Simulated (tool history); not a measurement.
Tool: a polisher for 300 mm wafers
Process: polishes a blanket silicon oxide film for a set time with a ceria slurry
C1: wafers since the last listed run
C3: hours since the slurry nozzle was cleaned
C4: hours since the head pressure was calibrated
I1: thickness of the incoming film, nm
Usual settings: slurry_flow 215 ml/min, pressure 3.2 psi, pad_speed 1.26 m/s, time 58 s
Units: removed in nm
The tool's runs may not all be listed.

{"run": 1, "hour": 0.0, "slurry_flow": 215, "pressure": 3.2, "pad_speed": 1.26, "time": 58, "C1": 0, "wafers polished on this pad": 1389, "C3": 101.1, "C4": 556.9, "I1": 918.3, "removed": 374.6}
{"hour": 21.4, "done": "head pressure recalibrated"}
{"run": 2, "hour": 67.8, "slurry_flow": 215, "pressure": 3.2, "pad_speed": 1.26, "time": 58, "C1": 736, "wafers polished on this pad": 2126, "C3": 168.9, "C4": 46.4, "I1": 913.2, "removed": 361.3}
{"hour": 166.5, "done": "worn pad replaced by a new one"}
{"run": 3, "hour": 168.7, "slurry_flow": 215, "pressure": 3.2, "pad_speed": 1.26, "time": 58, "C1": 1085, "wafers polished on this pad": 24, "C3": 269.8, "C4": 147.3, "I1": 913.6, "removed": 392.1}
{"run": 4, "hour": 269.3, "slurry_flow": 215, "pressure": 3.2, "pad_speed": 1.26, "time": 58, "C1": 1126, "wafers polished on this pad": 1151, "C3": 370.4, "C4": 247.9, "I1": 904.9, "removed": 378.4}
{"run": 5, "hour": 323.5, "slurry_flow": 215, "pressure": 3.2, "pad_speed": 1.26, "time": 58, "C1": 607, "wafers polished on this pad": 1758, "C3": 424.6, "C4": 302.1, "I1": 922.3, "removed": 377.5}
{"hour": 482.7, "done": "slurry nozzle cleaned"}
{"hour": 505.0, "done": "worn pad replaced by a new one"}
{"run": 6, "hour": 511.1, "slurry_flow": 235, "pressure": 2.9, "pad_speed": 1.26, "time": 58, "C1": 2045, "wafers polished on this pad": 67, "C3": 28.4, "C4": 489.7, "I1": 894.5, "removed": 360.7}
{"run": 7, "hour": 553.3, "slurry_flow": 215, "pressure": 3.2, "pad_speed": 1.44, "time": 58, "C1": 472, "wafers polished on this pad": 540, "C3": 70.6, "C4": 531.9, "I1": 907.0, "removed": 429.3}
{"hour": 625.4, "done": "head pressure recalibrated"}
{"run": 8, "hour": 635.1, "slurry_flow": 215, "pressure": 3.2, "pad_speed": 1.44, "time": 58, "C1": 893, "wafers polished on this pad": 1434, "C3": 152.4, "C4": 9.7, "I1": 913.8, "removed": 403.8}
{"hour": 835.8, "done": "worn pad replaced by a new one"}
{"run": 9, "hour": 925.4, "slurry_flow": 215, "pressure": 3.2, "pad_speed": 1.26, "time": 58, "C1": 3206, "wafers polished on this pad": 1003, "C3": 442.7, "C4": 300.0, "I1": 915.3, "removed": 389.1}
{"run": 10, "hour": 1023.8, "slurry_flow": 215, "pressure": 2.2, "pad_speed": 1.48, "time": 43, "C1": 1102, "wafers polished on this pad": 2105, "C3": 541.1, "C4": 398.4, "I1": 909.9, "removed": 234.0}
{"hour": 1064.5, "done": "slurry nozzle cleaned"}
{"hour": 1116.4, "done": "worn pad replaced by a new one"}
{"run": 11, "hour": 1119.9, "slurry_flow": 285, "pressure": 2.4, "pad_speed": 0.94, "time": 66, "C1": 1020, "wafers polished on this pad": 38, "C3": 55.4, "C4": 494.5, "I1": 896.4, "removed": 300.6}
{"run": 12, "hour": 1201.7, "slurry_flow": 215, "pressure": 3.2, "pad_speed": 1.26, "time": 64, "C1": 916, "wafers polished on this pad": 954, "C3": 137.2, "C4": 576.3, "I1": 916.6, "removed": 431.7}
{"hour": 1214.1, "done": "head pressure recalibrated"}
{"run": 13, "hour": 1247.1, "slurry_flow": 265, "pressure": 3.2, "pad_speed": 1.62, "time": 51, "C1": 486, "wafers polished on this pad": 1441, "C3": 182.6, "C4": 33.0, "I1": 908.7, "removed": 414.9}
{"run": 14, "hour": 1329.5, "slurry_flow": 275, "pressure": 3.8, "pad_speed": 1.26, "time": 58, "C1": 922, "wafers polished on this pad": 2364, "C3": 265.0, "C4": 115.4, "I1": 905.7, "removed": 424.9}
{"hour": 1410.2, "done": "worn pad replaced by a new one"}
{"run": 15, "hour": 1410.7, "slurry_flow": 145, "pressure": 3.2, "pad_speed": 1.0, "time": 58, "C1": 864, "wafers polished on this pad": 5, "C3": 346.2, "C4": 196.6, "I1": 913.9, "removed": 318.7}
{"run": 16, "hour": 1456.1, "slurry_flow": 215, "pressure": 3.2, "pad_speed": 1.26, "time": 58, "C1": 508, "wafers polished on this pad": 513, "C3": 391.6, "C4": 242.0, "I1": 919.6, "removed": 388.3}
{"run": 17, "hour": 1552.9, "slurry_flow": 245, "pressure": 3.2, "pad_speed": 1.12, "time": 58, "C1": 1084, "wafers polished on this pad": 1598, "C3": 488.4, "C4": 338.8, "I1": 909.6, "removed": 344.5}

Forecast each of these 5 alternatives for the next run:
{"run": "A", "hour": 1553.3, "slurry_flow": 215, "pressure": 3.2, "pad_speed": 1.26, "time": 58, "C1": 4, "wafers polished on this pad": 1602, "C3": 488.8, "C4": 339.2, "I1": 917.7, "removed": "?"}
{"run": "B", "hour": 1553.3, "slurry_flow": 250, "pressure": 2.8, "pad_speed": 1.66, "time": 58, "C1": 4, "wafers polished on this pad": 1602, "C3": 488.8, "C4": 339.2, "I1": 917.7, "removed": "?"}
{"run": "C", "hour": 1553.3, "slurry_flow": 265, "pressure": 4.1, "pad_speed": 1.26, "time": 58, "C1": 4, "wafers polished on this pad": 1602, "C3": 488.8, "C4": 339.2, "I1": 917.7, "removed": "?"}
{"run": "D", "hour": 1553.3, "slurry_flow": 215, "pressure": 2.8, "pad_speed": 1.26, "time": 58, "C1": 4, "wafers polished on this pad": 1602, "C3": 488.8, "C4": 339.2, "I1": 917.7, "removed": "?"}
{"run": "E", "hour": 1553.3, "slurry_flow": 260, "pressure": 3.2, "pad_speed": 1.7, "time": 64, "C1": 4, "wafers polished on this pad": 1602, "C3": 488.8, "C4": 339.2, "I1": 917.7, "removed": "?"}

run=A removed=380.8
run=B removed=434.1
run=C removed=477.6
run=D removed=342.7
run=E removed=545.0
Without the tool's hidden state the same runs would have given:
run=A removed=406.5
run=B removed=463.4
run=C removed=509.8
run=D removed=365.8
run=E removed=581.7

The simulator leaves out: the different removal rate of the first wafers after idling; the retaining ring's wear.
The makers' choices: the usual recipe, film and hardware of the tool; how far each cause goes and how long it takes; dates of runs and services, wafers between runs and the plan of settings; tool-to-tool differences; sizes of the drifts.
